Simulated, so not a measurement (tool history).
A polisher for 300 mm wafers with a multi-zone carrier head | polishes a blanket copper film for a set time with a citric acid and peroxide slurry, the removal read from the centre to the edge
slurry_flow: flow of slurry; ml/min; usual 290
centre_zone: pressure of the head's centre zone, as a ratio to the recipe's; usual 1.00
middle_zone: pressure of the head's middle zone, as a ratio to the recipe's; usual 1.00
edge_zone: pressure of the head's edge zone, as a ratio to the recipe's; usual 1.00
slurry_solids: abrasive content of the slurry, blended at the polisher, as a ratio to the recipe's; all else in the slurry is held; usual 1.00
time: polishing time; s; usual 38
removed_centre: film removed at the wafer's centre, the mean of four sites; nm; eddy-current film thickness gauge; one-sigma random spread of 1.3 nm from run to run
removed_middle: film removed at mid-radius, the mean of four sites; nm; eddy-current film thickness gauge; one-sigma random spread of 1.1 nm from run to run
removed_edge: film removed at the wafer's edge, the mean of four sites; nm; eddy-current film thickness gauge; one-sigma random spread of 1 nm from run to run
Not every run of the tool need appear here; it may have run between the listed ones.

| run | hour | slurry_flow | centre_zone | middle_zone | edge_zone | slurry_solids | time | incoming thickness of the incoming film, nm | removed_centre | removed_middle | removed_edge |
|---|---|---|---|---|---|---|---|---|---|---|---|
| 1 | 0.0 | 290 | 1.00 | 1.00 | 1.00 | 1.00 | 38 | 1098.2 | 94.4 | 91.9 | 90.2 |
| 2 | 60.2 | 225 | 0.94 | 1.05 | 1.12 | 1.00 | 38 | 1084.9 | 85.4 | 93.8 | 94.6 |
| 3 | 130.7 | 290 | 1.00 | 1.00 | 1.00 | 1.00 | 38 | 1069.2 | 93.9 | 91.8 | 89.9 |
| 4 | 195.3 | 290 | 1.00 | 1.00 | 1.00 | 1.00 | 38 | 1107.8 | 93.2 | 92.2 | 91.1 |
|  | 223.9 | worn pad replaced by a new one |
|  | 230.9 | centre zone pressure recalibrated |
| 5 | 259.8 | 290 | 1.00 | 1.00 | 1.00 | 1.00 | 38 | 1108.6 | 99.4 | 95.9 | 96.7 |
| 6 | 305.1 | 200 | 1.00 | 1.00 | 1.00 | 1.30 | 38 | 1097.5 | 99.4 | 98.9 | 95.8 |
|  | 307.1 | slurry nozzle cleaned |
| 7 | 362.5 | 290 | 1.00 | 1.00 | 1.00 | 1.00 | 38 | 1091.7 | 95.5 | 97.0 | 93.0 |
| 8 | 394.7 | 290 | 1.00 | 1.00 | 1.00 | 1.00 | 38 | 1090.2 | 96.1 | 96.5 | 90.9 |
|  | 440.7 | edge zone pressure recalibrated |
| 9 | 453.1 | 325 | 1.00 | 1.07 | 0.96 | 1.00 | 38 | 1107.1 | 98.2 | 97.9 | 89.6 |
| 10 | 478.0 | 235 | 1.05 | 1.00 | 1.00 | 1.20 | 47 | 1078.5 | 126.2 | 119.0 | 114.8 |
| 11 | 514.6 | 320 | 1.09 | 1.00 | 1.00 | 0.90 | 34 | 1096.4 | 90.3 | 83.9 | 80.6 |
| 12 | 561.4 | 290 | 1.00 | 0.92 | 1.00 | 1.00 | 38 | 1098.6 | 92.9 | 87.6 | 89.8 |
|  | 621.9 | centre zone pressure recalibrated |
| 13 | 631.1 | 320 | 1.00 | 0.95 | 1.00 | 1.15 | 38 | 1076.9 | 97.5 | 93.1 | 94.8 |
|  | 662.1 | worn pad replaced by a new one |
| 14 | 673.0 | 290 | 1.00 | 1.00 | 1.11 | 1.00 | 38 | 1095.7 | 100.0 | 98.0 | 101.0 |
| 15 | 721.7 | 290 | 1.08 | 1.00 | 1.00 | 1.00 | 38 | 1084.8 | 106.3 | 95.2 | 93.1 |
| 16 | 783.5 | 290 | 1.00 | 1.00 | 1.00 | 1.00 | 45 | 1103.7 | 111.3 | 110.4 | 109.9 |
| 17 | 838.0 | 260 | 1.00 | 1.00 | 1.00 | 1.00 | 38 | 1067.2 | 94.1 | 94.4 | 90.0 |
| 18 | 889.0 | 290 | 1.08 | 1.00 | 1.00 | 1.00 | 38 | 1089.8 | 101.8 | 93.0 | 91.4 |
| 19 | 925.8 | 290 | 1.00 | 0.88 | 1.00 | 1.25 | 38 | 1083.2 | 100.9 | 87.7 | 94.8 |
|  | 929.8 | edge zone pressure recalibrated |
|  | 943.9 | carrier head's membrane replaced by a new one |
| 20 | 957.5 | 345 | 1.00 | 1.00 | 1.00 | 1.00 | 38 | 1094.5 | 95.9 | 94.4 | 91.3 |
| 21 | 983.2 | 290 | 1.00 | 1.00 | 1.10 | 1.00 | 38 | 1097.0 | 91.7 | 92.1 | 96.3 |

Give the tool's hidden conditions for every run:
slurry flow missing at the pad, %: 0 at every run
deviation of the centre zone's pressure from its setpoint, %: 0 at every run
deviation of the edge zone's pressure from its setpoint, %: 0 at every run
H1: removal rate lost through wear of the pad, %
| run | H1 |
|---|---|
| 1 | 6.04 |
| 2 | 6.61 |
| 3 | 7.04 |
| 4 | 7.27 |
| 5 | 1.65 |
| 6 | 3.06 |
| 7 | 4.3 |
| 8 | 4.8 |
| 9 | 5.45 |
| 10 | 5.66 |
| 11 | 5.9 |
| 12 | 6.13 |
| 13 | 6.35 |
| 14 | 0.501 |
| 15 | 2.3 |
| 16 | 3.84 |
| 17 | 4.73 |
| 18 | 5.29 |
| 19 | 5.59 |
| 20 | 5.79 |
| 21 | 5.92 |

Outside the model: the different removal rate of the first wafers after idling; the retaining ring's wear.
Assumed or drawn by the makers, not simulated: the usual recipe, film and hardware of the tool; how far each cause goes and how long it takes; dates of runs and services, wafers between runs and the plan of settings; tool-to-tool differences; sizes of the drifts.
